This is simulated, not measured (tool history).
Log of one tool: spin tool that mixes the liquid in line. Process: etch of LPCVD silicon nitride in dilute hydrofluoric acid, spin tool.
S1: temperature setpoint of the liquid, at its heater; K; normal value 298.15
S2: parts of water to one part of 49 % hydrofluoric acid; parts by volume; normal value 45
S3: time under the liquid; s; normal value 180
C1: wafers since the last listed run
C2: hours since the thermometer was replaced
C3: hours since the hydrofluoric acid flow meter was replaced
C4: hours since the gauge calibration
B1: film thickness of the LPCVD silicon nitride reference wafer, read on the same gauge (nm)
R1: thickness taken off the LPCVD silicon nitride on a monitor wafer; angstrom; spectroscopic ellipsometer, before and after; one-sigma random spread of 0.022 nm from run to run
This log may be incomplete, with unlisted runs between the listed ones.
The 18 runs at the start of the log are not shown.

| run | day | S1 | S2 | S3 | C1 | C2 | C3 | C4 | B1 | R1 |
|---|---|---|---|---|---|---|---|---|---|---|
|  | 7.412 | hydrofluoric acid flow meter replaced |
| 19 | 7.933 | 296.15 | 45 | 180 | 104 | 144 | 12.5 | 597.2 | 40.039 | 22.01 |
|  | 8.212 | gauge calibrated |
| 20 | 8.654 | 298.15 | 45 | 140 | 107 | 161.3 | 29.8 | 10.6 | 39.993 | 19.77 |
| 21 | 9.404 | 298.15 | 25 | 180 | 112 | 179.3 | 47.8 | 28.6 | 39.979 | 44.64 |
| 22 | 9.958 | 298.15 | 45 | 255 | 82 | 192.6 | 61.1 | 41.9 | 40.025 | 35.99 |
| 23 | 10.488 | 298.15 | 50 | 180 | 79 | 205.3 | 73.8 | 54.6 | 40.003 | 22.55 |
| 24 | 11.017 | 300.15 | 60 | 275 | 79 | 218 | 86.5 | 67.3 | 40.026 | 32.76 |
| 25 | 11.633 | 298.15 | 35 | 180 | 92 | 232.8 | 101.3 | 82.1 | 39.977 | 32.01 |
| 26 | 12.296 | 298.15 | 45 | 180 | 99 | 248.7 | 117.2 | 98 | 39.963 | 25.49 |
| 27 | 12.562 | 295.15 | 55 | 120 | 39 | 255.1 | 123.6 | 104.4 | 40.03 | 11.19 |
| 28 | 13.008 | 300.15 | 60 | 130 | 66 | 265.8 | 134.3 | 115.1 | 40.009 | 15.63 |
| 29 | 13.421 | 298.15 | 45 | 180 | 61 | 275.7 | 144.2 | 125 | 39.982 | 25.04 |
| 30 | 13.675 | 296.65 | 55 | 245 | 38 | 281.8 | 150.3 | 131.1 | 40.008 | 25.26 |
| 31 | 13.988 | 298.15 | 45 | 180 | 46 | 289.3 | 157.8 | 138.6 | 39.979 | 24.83 |
| 32 | 14.438 | 301.15 | 45 | 180 | 67 | 300.1 | 168.6 | 149.4 | 39.977 | 30.48 |
| 33 | 15.817 | 298.15 | 45 | 180 | 206 | 333.2 | 201.7 | 182.5 | 39.985 | 25.43 |

Below are 3 alternative next runs, each starting from the tool's condition after run 33. Predict each:
| A | 15.838 | 298.15 | 45 | 180 | 3 | 333.7 | 202.2 | 183 | ? | ? |
| B | 15.838 | 300.65 | 45 | 275 | 3 | 333.7 | 202.2 | 183 | ? | ? |
| C | 15.838 | 295.15 | 30 | 260 | 3 | 333.7 | 202.2 | 183 | ? | ? |

| run | B1 | R1 |
|---|---|---|
| A | 40.008 | 25.78 |
| B | 40.008 | 46.46 |
| C | 40.008 | 45.09 |
With no hidden state in the tool, these same runs would have given:
| run | R1 |
|---|---|
| A | 24.93 |
| B | 44.98 |
| C | 43.53 |
